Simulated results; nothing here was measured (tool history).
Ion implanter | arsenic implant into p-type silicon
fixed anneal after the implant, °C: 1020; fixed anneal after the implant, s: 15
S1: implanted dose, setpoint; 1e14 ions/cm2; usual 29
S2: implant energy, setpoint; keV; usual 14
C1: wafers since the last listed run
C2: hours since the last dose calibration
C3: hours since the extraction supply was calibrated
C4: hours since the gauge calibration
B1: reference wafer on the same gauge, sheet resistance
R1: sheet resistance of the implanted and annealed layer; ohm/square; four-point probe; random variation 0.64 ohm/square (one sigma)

run	day	S1	S2	C1	C2	C3	C4	B1	R1
1	0	32.98	12.5	0	344.1	3345.8	166	114.95	110.8
2	2.75	32.98	12.5	855	410.1	3411.8	232	114.68	109.55
3	5.212	34.83	15.5	766	469.2	3470.9	291.1	115.07	103.37
4	6.354	29	14	355	496.6	3498.3	318.5	115.18	110.7
5	11.8	29	14	1694	627.3	3629	449.2	115.09	110.53
# day 12.938: gauge calibrated
6	13.608	29	14	562	670.7	3672.4	16.1	115.15	110.38
7	16.408	29	14	871	737.9	3739.6	83.3	115	109.59
8	18.812	29	14	748	795.6	3797.3	141	114.97	107.97
9	21.229	29	14	752	853.6	3855.3	199	114.93	109.76
# day 21.708: extraction supply calibrated
10	23.458	23.26	12	589	907.1	42	252.5	115.11	116.93
# day 25.512: Faraday cup replaced and dose calibrated
11	25.533	29	14	542	0.5	91.8	302.3	114.66	108.13
12	27.538	31.73	14	623	48.6	139.9	350.4	114.93	108.02
13	29.229	26.59	18	526	89.2	180.5	391	115.22	102.87
14	30.725	36.13	12.5	465	125.1	216.4	426.9	115.08	108.6
15	33.325	29	17	809	187.5	278.8	489.3	114.95	103.76
16	35.012	21.62	11.5	525	228	319.3	529.8	115.05	117.39
# day 37.033: gauge calibrated
17	37.392	29	14	740	285.1	376.4	8.6	115.09	110.38
18	40.029	23.38	17	820	348.4	439.7	71.9	114.93	107.4
19	41.729	25.04	9.5	529	389.2	480.5	112.7	115.13	118.62

What the log doesn't show, run by run:
deviation of the true dose from the Faraday cup's reading, %: 0 in every run
deviation of the true energy from its setpoint, %: 0 in every run
gauge reads high (%): 0 in every run

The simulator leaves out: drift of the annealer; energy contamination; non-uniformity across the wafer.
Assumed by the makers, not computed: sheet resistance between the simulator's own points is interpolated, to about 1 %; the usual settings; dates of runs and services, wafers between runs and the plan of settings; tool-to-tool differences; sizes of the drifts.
